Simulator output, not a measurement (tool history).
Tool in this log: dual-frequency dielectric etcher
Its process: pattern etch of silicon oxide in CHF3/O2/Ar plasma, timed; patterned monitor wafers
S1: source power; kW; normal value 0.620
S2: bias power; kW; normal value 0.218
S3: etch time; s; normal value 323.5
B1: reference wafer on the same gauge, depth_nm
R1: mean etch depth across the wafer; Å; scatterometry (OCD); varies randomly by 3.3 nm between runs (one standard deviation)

{"run": 1, "hour": 0.0, "S1": 0.74, "S2": 0.218, "S3": 323.5, "B1": 739.2, "R1": 6899}
{"run": 2, "hour": 31.5, "S1": 0.74, "S2": 0.218, "S3": 323.5, "B1": 739.8, "R1": 6923}
{"run": 3, "hour": 50.1, "S1": 0.62, "S2": 0.218, "S3": 323.5, "B1": 738.7, "R1": 6607}
{"run": 4, "hour": 66.2, "S1": 0.62, "S2": 0.218, "S3": 323.5, "B1": 740.4, "R1": 6537}
{"run": 5, "hour": 94.2, "S1": 0.62, "S2": 0.218, "S3": 323.5, "B1": 740.3, "R1": 6592}
{"run": 6, "hour": 112.4, "S1": 0.62, "S2": 0.218, "S3": 367.5, "B1": 742.3, "R1": 7499}
{"run": 7, "hour": 137.7, "S1": 0.62, "S2": 0.218, "S3": 367.5, "B1": 742.4, "R1": 7472}
{"run": 8, "hour": 155.0, "S1": 0.62, "S2": 0.218, "S3": 367.5, "B1": 744.7, "R1": 7566}
{"hour": 181.4, "done": "wet clean of the chamber"}
{"run": 9, "hour": 189.3, "S1": 0.62, "S2": 0.19, "S3": 323.5, "B1": 741.5, "R1": 6301}
{"run": 10, "hour": 209.4, "S1": 0.62, "S2": 0.19, "S3": 323.5, "B1": 743.6, "R1": 6299}
{"run": 11, "hour": 245.3, "S1": 0.62, "S2": 0.218, "S3": 323.5, "B1": 746.0, "R1": 6601}
{"run": 12, "hour": 258.6, "S1": 0.62, "S2": 0.218, "S3": 323.5, "B1": 744.6, "R1": 6607}
{"run": 13, "hour": 293.1, "S1": 0.76, "S2": 0.218, "S3": 375.5, "B1": 744.0, "R1": 8147}
{"run": 14, "hour": 320.4, "S1": 0.51, "S2": 0.179, "S3": 287.0, "B1": 747.4, "R1": 5285}
{"run": 15, "hour": 341.6, "S1": 0.66, "S2": 0.178, "S3": 235.0, "B1": 748.6, "R1": 4666}
{"run": 16, "hour": 354.7, "S1": 0.62, "S2": 0.218, "S3": 323.5, "B1": 748.8, "R1": 6696}
{"hour": 397.7, "done": "upper electrode replaced"}
{"run": 17, "hour": 442.6, "S1": 0.77, "S2": 0.218, "S3": 349.0, "B1": 752.9, "R1": 7756}
{"run": 18, "hour": 472.4, "S1": 0.47, "S2": 0.244, "S3": 323.5, "B1": 753.2, "R1": 6430}
{"run": 19, "hour": 487.8, "S1": 0.62, "S2": 0.218, "S3": 323.5, "B1": 756.3, "R1": 6742}
{"hour": 494.3, "done": "source power generator calibrated"}
{"run": 20, "hour": 522.6, "S1": 0.62, "S2": 0.218, "S3": 250.5, "B1": 757.5, "R1": 5262}
{"hour": 551.6, "done": "wet clean of the chamber"}
{"run": 21, "hour": 556.2, "S1": 0.74, "S2": 0.201, "S3": 256.5, "B1": 757.9, "R1": 5513}
{"run": 22, "hour": 583.7, "S1": 0.66, "S2": 0.261, "S3": 380.0, "B1": 761.1, "R1": 8595}
{"hour": 593.4, "done": "bias power generator calibrated"}
{"hour": 608.1, "done": "gauge calibrated"}
{"run": 23, "hour": 654.8, "S1": 0.55, "S2": 0.242, "S3": 410.0, "B1": 734.1, "R1": 8230}
{"run": 24, "hour": 668.3, "S1": 0.62, "S2": 0.173, "S3": 387.5, "B1": 732.5, "R1": 7283}
{"run": 25, "hour": 703.4, "S1": 0.55, "S2": 0.19, "S3": 413.5, "B1": 732.2, "R1": 7757}
{"run": 26, "hour": 727.6, "S1": 0.52, "S2": 0.241, "S3": 294.0, "B1": 733.6, "R1": 5850}
{"run": 27, "hour": 753.8, "S1": 0.62, "S2": 0.218, "S3": 323.5, "B1": 735.3, "R1": 6478}
{"run": 28, "hour": 787.4, "S1": 0.54, "S2": 0.218, "S3": 323.5, "B1": 732.5, "R1": 6240}
{"run": 29, "hour": 809.9, "S1": 0.62, "S2": 0.218, "S3": 323.5, "B1": 735.9, "R1": 6584}

What if the next run were any one of these 5? Each begins from the tool's condition after run 29:
{"run": "A", "hour": 810.4, "S1": 0.62, "S2": 0.218, "S3": 323.5, "B1": "?", "R1": "?"}
{"run": "B", "hour": 810.4, "S1": 0.62, "S2": 0.185, "S3": 323.5, "B1": "?", "R1": "?"}
{"run": "C", "hour": 810.4, "S1": 0.62, "S2": 0.203, "S3": 283.0, "B1": "?", "R1": "?"}
{"run": "D", "hour": 810.4, "S1": 0.71, "S2": 0.245, "S3": 265.0, "B1": "?", "R1": "?"}
{"run": "E", "hour": 810.4, "S1": 0.53, "S2": 0.218, "S3": 269.5, "B1": "?", "R1": "?"}

run=A B1=734.6 R1=6533
run=B B1=734.6 R1=6224
run=C B1=734.6 R1=5594
run=D B1=734.6 R1=5773
run=E B1=734.6 R1=5203
With the hidden condition removed and each run's random variation left untouched, the same runs would have given:
run=A R1=6551
run=B R1=6241
run=C R1=5610
run=D R1=5789
run=E R1=5217
